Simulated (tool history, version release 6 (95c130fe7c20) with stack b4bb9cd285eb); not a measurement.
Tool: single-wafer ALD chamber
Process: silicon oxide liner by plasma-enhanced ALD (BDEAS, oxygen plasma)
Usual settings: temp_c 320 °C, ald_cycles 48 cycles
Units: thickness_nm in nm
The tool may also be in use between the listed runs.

run,hour,temp_c,ald_cycles,wafers since the last listed run,hours since the last thermocouple change,hours since the gauge calibration,"read-back reference wafer on the same gauge, thickness_nm",thickness_nm
1,0.0,320,48,0,2479.3,156.1,5.315,4.523
2,11.9,320,48,51,2491.2,168.0,5.321,4.515
3,25.9,314,48,61,2505.2,182.0,5.323,4.555
4,35.8,320,48,43,2515.1,191.9,5.321,4.519
5,44.5,320,48,37,2523.8,200.6,5.326,4.516
# hour 47.2: gauge calibrated
6,58.9,320,48,62,2538.2,11.7,5.285,4.498
7,70.4,320,48,50,2549.7,23.2,5.286,4.465
8,85.0,320,56,63,2564.3,37.8,5.289,5.243
9,95.4,320,56,45,2574.7,48.2,5.294,5.245
10,102.0,320,56,28,2581.3,54.8,5.293,5.256
11,112.9,312,48,47,2592.2,65.7,5.296,4.552
12,123.1,312,48,44,2602.4,75.9,5.296,4.558
13,136.1,320,44,56,2615.4,88.9,5.301,4.123
# hour 145.1: thermocouple changed; heater temperature recalibrated
14,152.0,320,48,34,6.9,104.8,5.307,4.519
15,168.4,320,48,71,23.3,121.2,5.309,4.487
16,174.9,320,48,28,29.8,127.7,5.312,4.503
17,181.2,320,48,27,36.1,134.0,5.309,4.500
18,192.7,326,40,50,47.6,145.5,5.311,3.716
19,208.9,310,54,70,63.8,161.7,5.319,5.139
20,221.8,329,43,56,76.7,174.6,5.319,3.999
21,232.3,313,52,45,87.2,185.1,5.321,4.949
22,239.6,326,40,31,94.5,192.4,5.325,3.725
23,251.2,307,44,50,106.1,204.0,5.326,4.228
24,266.2,320,51,65,121.1,219.0,5.330,4.836
25,282.1,314,39,69,137.0,234.9,5.331,3.720
26,289.2,306,57,30,144.1,242.0,5.334,5.508
# hour 297.2: gauge calibrated
27,305.5,310,52,71,160.4,8.3,5.282,4.929
28,312.0,320,48,28,166.9,14.8,5.280,4.484
29,320.3,307,45,36,175.2,23.1,5.283,4.315
30,328.8,320,48,37,183.7,31.6,5.290,4.490
31,337.6,328,42,38,192.5,40.4,5.290,3.873
32,344.9,326,53,31,199.8,47.7,5.289,4.926
33,393.8,314,44,213,248.7,96.6,5.297,4.172

What the log doesn't show, run by run:
wafer temperature above the value expected at the setpoint (K): 0 in every run
H1: gauge reads high (%)
run,H1
1,0.691
2,0.739
3,0.795
4,0.834
5,0.869
6,0.0995
7,0.146
8,0.204
9,0.246
10,0.272
11,0.316
12,0.356
13,0.408
14,0.472
15,0.538
16,0.564
17,0.589
18,0.635
19,0.7
20,0.751
21,0.793
22,0.822
23,0.869
24,0.929
25,0.992
26,1.02
27,0.0324
28,0.0584
29,0.0916
30,0.126
31,0.161
32,0.19
33,0.386
